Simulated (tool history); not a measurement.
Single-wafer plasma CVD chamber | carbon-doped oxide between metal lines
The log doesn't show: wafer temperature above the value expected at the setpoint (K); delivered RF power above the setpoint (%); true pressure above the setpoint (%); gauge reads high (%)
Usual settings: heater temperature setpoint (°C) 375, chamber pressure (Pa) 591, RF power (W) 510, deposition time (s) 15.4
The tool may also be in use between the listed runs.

| run | day | heater temperature setpoint (°C) | chamber pressure (Pa) | RF power (W) | deposition time (s) | wafers since the last listed run | hours since the last thermocouple change | hours since the last RF generator calibration | hours since the last manometer calibration | hours since the showerhead was replaced | hours since the gauge calibration | read-back reference wafer on the same gauge, thickness_nm | mean film thickness on the monitor wafer (angstrom) |
|---|---|---|---|---|---|---|---|---|---|---|---|---|---|
| 1 | 0.000 | 375 | 591 | 510 | 15.4 | 0 | 2066.2 | 740.6 | 2029.6 | 4121.0 | 270.8 | 64.234 | 759.56 |
| 2 | 0.471 | 375 | 591 | 545 | 16.7 | 284 | 2077.5 | 751.9 | 2040.9 | 4132.3 | 282.1 | 64.184 | 856.52 |
| 3 | 1.146 | 375 | 637 | 510 | 15.4 | 407 | 2093.7 | 768.1 | 2057.1 | 4148.5 | 298.3 | 64.152 | 762.48 |
| 4 | 1.475 | 375 | 637 | 510 | 15.4 | 198 | 2101.6 | 776.0 | 2065.0 | 4156.4 | 306.2 | 64.209 | 760.44 |
| 5 | 2.112 | 370 | 591 | 510 | 15.4 | 384 | 2116.9 | 791.3 | 2080.3 | 4171.7 | 321.5 | 64.219 | 762.80 |
| 6 | 2.642 | 370 | 591 | 510 | 15.4 | 319 | 2129.6 | 804.0 | 2093.0 | 4184.4 | 334.2 | 64.207 | 763.57 |
| 7 | 2.958 | 370 | 591 | 510 | 15.4 | 191 | 2137.2 | 811.6 | 2100.6 | 4192.0 | 341.8 | 64.178 | 759.97 |
| 8 | 3.446 | 375 | 591 | 510 | 13.7 | 294 | 2148.9 | 823.3 | 2112.3 | 4203.7 | 353.5 | 64.221 | 671.17 |
|  | 4.033 | capacitance manometer re-zeroed and calibrated |
| 9 | 5.200 | 375 | 591 | 510 | 13.7 | 857 | 2191.0 | 865.4 | 28.0 | 4245.8 | 395.6 | 64.111 | 670.20 |
|  | 5.975 | RF generator calibrated |
|  | 6.250 | thermocouple changed; heater temperature recalibrated |
| 10 | 6.271 | 375 | 591 | 510 | 15.4 | 280 | 0.5 | 7.1 | 53.7 | 4271.5 | 421.3 | 64.230 | 788.26 |
| 11 | 6.283 | 375 | 591 | 510 | 15.4 | 7 | 0.8 | 7.4 | 54.0 | 4271.8 | 421.6 | 64.256 | 789.19 |
| 12 | 6.829 | 375 | 591 | 510 | 15.4 | 329 | 13.9 | 20.5 | 67.1 | 4284.9 | 434.7 | 64.226 | 785.30 |
|  | 7.004 | gauge calibrated |
| 13 | 7.525 | 375 | 591 | 510 | 15.4 | 419 | 30.6 | 37.2 | 83.8 | 4301.6 | 12.5 | 64.219 | 788.60 |
| 14 | 8.033 | 380 | 591 | 510 | 12.5 | 306 | 42.8 | 49.4 | 96.0 | 4313.8 | 24.7 | 64.199 | 636.32 |
| 15 | 8.646 | 375 | 591 | 510 | 15.4 | 369 | 57.5 | 64.1 | 110.7 | 4328.5 | 39.4 | 64.164 | 788.01 |
| 16 | 8.942 | 375 | 591 | 580 | 13.9 | 178 | 64.6 | 71.2 | 117.8 | 4335.6 | 46.5 | 64.235 | 768.56 |
|  | 9.650 | showerhead replaced |
| 17 | 9.671 | 385 | 737 | 540 | 15.4 | 238 | 82.1 | 88.7 | 135.3 | 0.5 | 64.0 | 64.202 | 818.77 |
| 18 | 9.992 | 365 | 591 | 595 | 15.4 | 193 | 89.8 | 96.4 | 143.0 | 8.2 | 71.7 | 64.130 | 880.22 |
| 19 | 10.450 | 368 | 591 | 510 | 14.1 | 276 | 100.8 | 107.4 | 154.0 | 19.2 | 82.7 | 64.201 | 732.77 |
| 20 | 11.142 | 386 | 591 | 450 | 15.4 | 417 | 117.4 | 124.0 | 170.6 | 35.8 | 99.3 | 64.138 | 714.51 |
| 21 | 11.683 | 375 | 647 | 510 | 15.4 | 326 | 130.4 | 137.0 | 183.6 | 48.8 | 112.3 | 64.122 | 790.52 |
| 22 | 12.221 | 375 | 591 | 540 | 15.4 | 324 | 143.3 | 149.9 | 196.5 | 61.7 | 125.2 | 64.269 | 815.86 |
| 23 | 12.554 | 388 | 451 | 510 | 15.4 | 201 | 151.3 | 157.9 | 204.5 | 69.7 | 133.2 | 64.156 | 753.39 |
| 24 | 13.175 | 368 | 591 | 510 | 15.4 | 374 | 166.2 | 172.8 | 219.4 | 84.6 | 148.1 | 64.280 | 796.01 |
| 25 | 13.646 | 362 | 707 | 510 | 15.4 | 284 | 177.5 | 184.1 | 230.7 | 95.9 | 159.4 | 64.175 | 822.01 |
| 26 | 14.088 | 366 | 591 | 580 | 15.4 | 266 | 188.1 | 194.7 | 241.3 | 106.5 | 170.0 | 64.197 | 865.78 |
| 27 | 15.433 | 375 | 591 | 510 | 15.4 | 811 | 220.4 | 227.0 | 273.6 | 138.8 | 202.3 | 64.187 | 784.57 |
| 28 | 16.046 | 367 | 591 | 510 | 12.8 | 369 | 235.1 | 241.7 | 288.3 | 153.5 | 217.0 | 64.262 | 667.81 |

Forecast each of these 5 alternatives for the next run:
| A | 16.062 | 375 | 591 | 510 | 15.4 | 10 | 235.5 | 242.1 | 288.7 | 153.9 | 217.4 | ? | ? |
| B | 16.062 | 384 | 643 | 595 | 16.9 | 10 | 235.5 | 242.1 | 288.7 | 153.9 | 217.4 | ? | ? |
| C | 16.062 | 375 | 591 | 605 | 14.6 | 10 | 235.5 | 242.1 | 288.7 | 153.9 | 217.4 | ? | ? |
| D | 16.062 | 375 | 545 | 510 | 13.5 | 10 | 235.5 | 242.1 | 288.7 | 153.9 | 217.4 | ? | ? |
| E | 16.062 | 375 | 655 | 555 | 15.4 | 10 | 235.5 | 242.1 | 288.7 | 153.9 | 217.4 | ? | ? |

| run | read-back reference wafer on the same gauge, thickness_nm | mean film thickness on the monitor wafer (angstrom) |
|---|---|---|
| A | 64.158 | 784.33 |
| B | 64.158 | 934.08 |
| C | 64.158 | 824.64 |
| D | 64.158 | 684.70 |
| E | 64.158 | 833.05 |
Without the tool's hidden state the same runs would have given:
| run | mean film thickness on the monitor wafer (angstrom) |
|---|---|
| A | 787.87 |
| B | 938.18 |
| C | 828.26 |
| D | 687.79 |
| E | 836.73 |
